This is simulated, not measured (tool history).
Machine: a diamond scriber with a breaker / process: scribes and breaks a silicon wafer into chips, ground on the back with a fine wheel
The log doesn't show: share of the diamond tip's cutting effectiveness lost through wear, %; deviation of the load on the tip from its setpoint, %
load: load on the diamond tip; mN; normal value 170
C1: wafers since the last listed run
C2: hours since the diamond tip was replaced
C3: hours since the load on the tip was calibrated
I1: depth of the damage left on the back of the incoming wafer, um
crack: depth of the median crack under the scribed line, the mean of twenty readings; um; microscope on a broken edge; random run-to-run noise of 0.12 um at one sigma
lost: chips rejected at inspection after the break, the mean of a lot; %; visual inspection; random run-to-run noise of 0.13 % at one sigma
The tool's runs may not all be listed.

run 1 day=0 | load=170 | C1=0 C2=994.7 C3=1558.4 | I1=2.25 | crack=11.31 lost=1.92
run 2 day=0.654 | load=170 | C1=35 C2=1010.4 C3=1574.1 | I1=1.69 | crack=11.39 lost=1.69
run 3 day=0.917 | load=170 | C1=14 C2=1016.7 C3=1580.4 | I1=1.89 | crack=11.21 lost=1.59
run 4 day=1.342 | load=170 | C1=23 C2=1026.9 C3=1590.6 | I1=2.67 | crack=11.34 lost=2.2
run 5 day=2.333 | load=170 | C1=53 C2=1050.7 C3=1614.4 | I1=1.63 | crack=11.32 lost=1.54
run 6 day=2.675 | load=170 | C1=18 C2=1058.9 C3=1622.6 | I1=1.51 | crack=11.6 lost=1.72
run 7 day=3.304 | load=190 | C1=34 C2=1074 C3=1637.7 | I1=1.96 | crack=11.86 lost=2.07
-- day=4.821 diamond tip replaced by a new one
-- day=5.55 load on the tip recalibrated
run 8 day=5.571 | load=186 | C1=113 C2=18 C3=0.5 | I1=2.92 | crack=11.91 lost=2.97
run 9 day=5.9 | load=186 | C1=17 C2=25.9 C3=8.4 | I1=2.39 | crack=11.93 lost=2.09
run 10 day=6.162 | load=170 | C1=14 C2=32.2 C3=14.7 | I1=1.97 | crack=11.34 lost=1.8
run 11 day=6.762 | load=170 | C1=32 C2=46.6 C3=29.1 | I1=2.15 | crack=11.54 lost=2.06
run 12 day=7.458 | load=213 | C1=37 C2=63.3 C3=45.8 | I1=2.82 | crack=12.68 lost=3.51
run 13 day=7.708 | load=170 | C1=13 C2=69.3 C3=51.8 | I1=2.19 | crack=11.28 lost=1.78
run 14 day=8.396 | load=170 | C1=37 C2=85.8 C3=68.3 | I1=2.88 | crack=11.17 lost=2.64
run 15 day=8.812 | load=135 | C1=22 C2=95.8 C3=78.3 | I1=1.64 | crack=10.4 lost=2.96
run 16 day=9.075 | load=170 | C1=14 C2=102.1 C3=84.6 | I1=2.33 | crack=11.34 lost=2.01
run 17 day=9.762 | load=206 | C1=37 C2=118.6 C3=101.1 | I1=2.86 | crack=12.53 lost=3.53
run 18 day=10.492 | load=218 | C1=39 C2=136.1 C3=118.6 | I1=2.93 | crack=12.7 lost=4.29

What does the tool deliver on the next run?
run 19 day=11.017 | load=124 | C1=28 C2=148.7 C3=131.2 | I1=1.78 | crack=? lost=?

For run 19 the tool returned crack 10.04 um, lost 4.48 %.
Had the tool carried no hidden state, the very same run would have given crack 10.04 um, lost 4.48 %.
